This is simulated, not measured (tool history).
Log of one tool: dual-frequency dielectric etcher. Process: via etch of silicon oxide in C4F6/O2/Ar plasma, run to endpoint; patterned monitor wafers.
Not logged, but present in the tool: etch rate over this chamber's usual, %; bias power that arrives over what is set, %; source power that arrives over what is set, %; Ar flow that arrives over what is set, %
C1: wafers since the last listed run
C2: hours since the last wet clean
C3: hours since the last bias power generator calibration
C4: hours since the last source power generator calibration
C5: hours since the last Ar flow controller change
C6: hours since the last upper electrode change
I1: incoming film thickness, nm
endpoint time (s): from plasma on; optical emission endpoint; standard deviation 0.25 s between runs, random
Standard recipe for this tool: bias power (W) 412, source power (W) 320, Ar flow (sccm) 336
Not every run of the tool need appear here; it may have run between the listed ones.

{"run": 1, "hour": 0.0, "bias power (W)": 412, "source power (W)": 320, "Ar flow (sccm)": 336, "C1": 0, "C2": 126.8, "C3": 2539.1, "C4": 4835.5, "C5": 1907.8, "C6": 3029.1, "I1": 131.8, "endpoint time (s)": 38.7}
{"run": 2, "hour": 28.4, "bias power (W)": 412, "source power (W)": 320, "Ar flow (sccm)": 285, "C1": 426, "C2": 155.2, "C3": 2567.5, "C4": 4863.9, "C5": 1936.2, "C6": 3057.5, "I1": 131.4, "endpoint time (s)": 37.8}
{"run": 3, "hour": 90.7, "bias power (W)": 412, "source power (W)": 360, "Ar flow (sccm)": 336, "C1": 935, "C2": 217.5, "C3": 2629.8, "C4": 4926.2, "C5": 1998.5, "C6": 3119.8, "I1": 131.2, "endpoint time (s)": 35.7}
{"run": 4, "hour": 158.2, "bias power (W)": 412, "source power (W)": 360, "Ar flow (sccm)": 336, "C1": 1013, "C2": 285, "C3": 2697.3, "C4": 4993.7, "C5": 2066, "C6": 3187.3, "I1": 131.7, "endpoint time (s)": 36}
{"run": 5, "hour": 220.5, "bias power (W)": 412, "source power (W)": 320, "Ar flow (sccm)": 336, "C1": 935, "C2": 347.3, "C3": 2759.6, "C4": 5056, "C5": 2128.3, "C6": 3249.6, "I1": 132.1, "endpoint time (s)": 38.4}
{"hour": 284.9, "done": "wet clean of the chamber"}
{"run": 6, "hour": 289.0, "bias power (W)": 412, "source power (W)": 320, "Ar flow (sccm)": 336, "C1": 667, "C2": 4.1, "C3": 2828.1, "C4": 5124.5, "C5": 2196.8, "C6": 3318.1, "I1": 130, "endpoint time (s)": 36.4}
{"run": 7, "hour": 319.1, "bias power (W)": 435, "source power (W)": 320, "Ar flow (sccm)": 336, "C1": 451, "C2": 34.2, "C3": 2858.2, "C4": 5154.6, "C5": 2226.9, "C6": 3348.2, "I1": 131.9, "endpoint time (s)": 36.2}
{"hour": 384.4, "done": "source power generator calibrated"}
{"run": 8, "hour": 386.4, "bias power (W)": 435, "source power (W)": 320, "Ar flow (sccm)": 336, "C1": 950, "C2": 101.5, "C3": 2925.5, "C4": 2, "C5": 2294.2, "C6": 3415.5, "I1": 131.8, "endpoint time (s)": 35.4}
{"hour": 417.7, "done": "wet clean of the chamber, repeated, since the last time left the tool worse"}
{"run": 9, "hour": 418.2, "bias power (W)": 435, "source power (W)": 320, "Ar flow (sccm)": 336, "C1": 117, "C2": 0.5, "C3": 2957.3, "C4": 33.8, "C5": 2326, "C6": 3447.3, "I1": 130.2, "endpoint time (s)": 37.8}
{"hour": 469.3, "done": "upper electrode replaced"}
{"run": 10, "hour": 469.8, "bias power (W)": 412, "source power (W)": 300, "Ar flow (sccm)": 336, "C1": 414, "C2": 52.1, "C3": 3008.9, "C4": 85.4, "C5": 2377.6, "C6": 0.5, "I1": 130.3, "endpoint time (s)": 39.5}
{"hour": 508.5, "done": "bias power generator calibrated"}
{"run": 11, "hour": 520.1, "bias power (W)": 412, "source power (W)": 320, "Ar flow (sccm)": 336, "C1": 694, "C2": 102.4, "C3": 11.6, "C4": 135.7, "C5": 2427.9, "C6": 50.8, "I1": 131.8, "endpoint time (s)": 38.8}
{"run": 12, "hour": 544.6, "bias power (W)": 412, "source power (W)": 320, "Ar flow (sccm)": 258, "C1": 367, "C2": 126.9, "C3": 36.1, "C4": 160.2, "C5": 2452.4, "C6": 75.3, "I1": 131.9, "endpoint time (s)": 38.2}
{"hour": 606.0, "done": "Ar flow controller replaced"}
{"run": 13, "hour": 614.7, "bias power (W)": 315, "source power (W)": 320, "Ar flow (sccm)": 336, "C1": 962, "C2": 197, "C3": 106.2, "C4": 230.3, "C5": 8.7, "C6": 145.4, "I1": 131.1, "endpoint time (s)": 42.1}
{"run": 14, "hour": 659.1, "bias power (W)": 412, "source power (W)": 320, "Ar flow (sccm)": 254, "C1": 666, "C2": 241.4, "C3": 150.6, "C4": 274.7, "C5": 53.1, "C6": 189.8, "I1": 130.3, "endpoint time (s)": 36.7}
{"run": 15, "hour": 702.5, "bias power (W)": 458, "source power (W)": 290, "Ar flow (sccm)": 366, "C1": 651, "C2": 284.8, "C3": 194, "C4": 318.1, "C5": 96.5, "C6": 233.2, "I1": 130.3, "endpoint time (s)": 38.2}
{"run": 16, "hour": 735.6, "bias power (W)": 483, "source power (W)": 240, "Ar flow (sccm)": 336, "C1": 496, "C2": 317.9, "C3": 227.1, "C4": 351.2, "C5": 129.6, "C6": 266.3, "I1": 132.4, "endpoint time (s)": 40.1}
{"run": 17, "hour": 771.6, "bias power (W)": 412, "source power (W)": 260, "Ar flow (sccm)": 336, "C1": 540, "C2": 353.9, "C3": 263.1, "C4": 387.2, "C5": 165.6, "C6": 302.3, "I1": 132.1, "endpoint time (s)": 40.7}
{"run": 18, "hour": 806.0, "bias power (W)": 435, "source power (W)": 320, "Ar flow (sccm)": 336, "C1": 516, "C2": 388.3, "C3": 297.5, "C4": 421.6, "C5": 200, "C6": 336.7, "I1": 129.8, "endpoint time (s)": 36.4}
{"run": 19, "hour": 877.2, "bias power (W)": 412, "source power (W)": 320, "Ar flow (sccm)": 336, "C1": 1068, "C2": 459.5, "C3": 368.7, "C4": 492.8, "C5": 271.2, "C6": 407.9, "I1": 131.1, "endpoint time (s)": 37.3}

Run-by-run hidden state of the tool:
bias power that arrives over what is set, %: 0 on each run
source power that arrives over what is set, %: 0 on each run
Ar flow that arrives over what is set, %: 0 on each run
H1: etch rate over this chamber's usual, %
run=1 H1=1.13
run=2 H1=1.33
run=3 H1=1.78
run=4 H1=2.26
run=5 H1=2.71
run=6 H1=5.97
run=7 H1=6.19
run=8 H1=6.67
run=9 H1=0.073
run=10 H1=0.442
run=11 H1=0.802
run=12 H1=0.977
run=13 H1=1.48
run=14 H1=1.8
run=15 H1=2.11
run=16 H1=2.34
run=17 H1=2.6
run=18 H1=2.85
run=19 H1=3.36
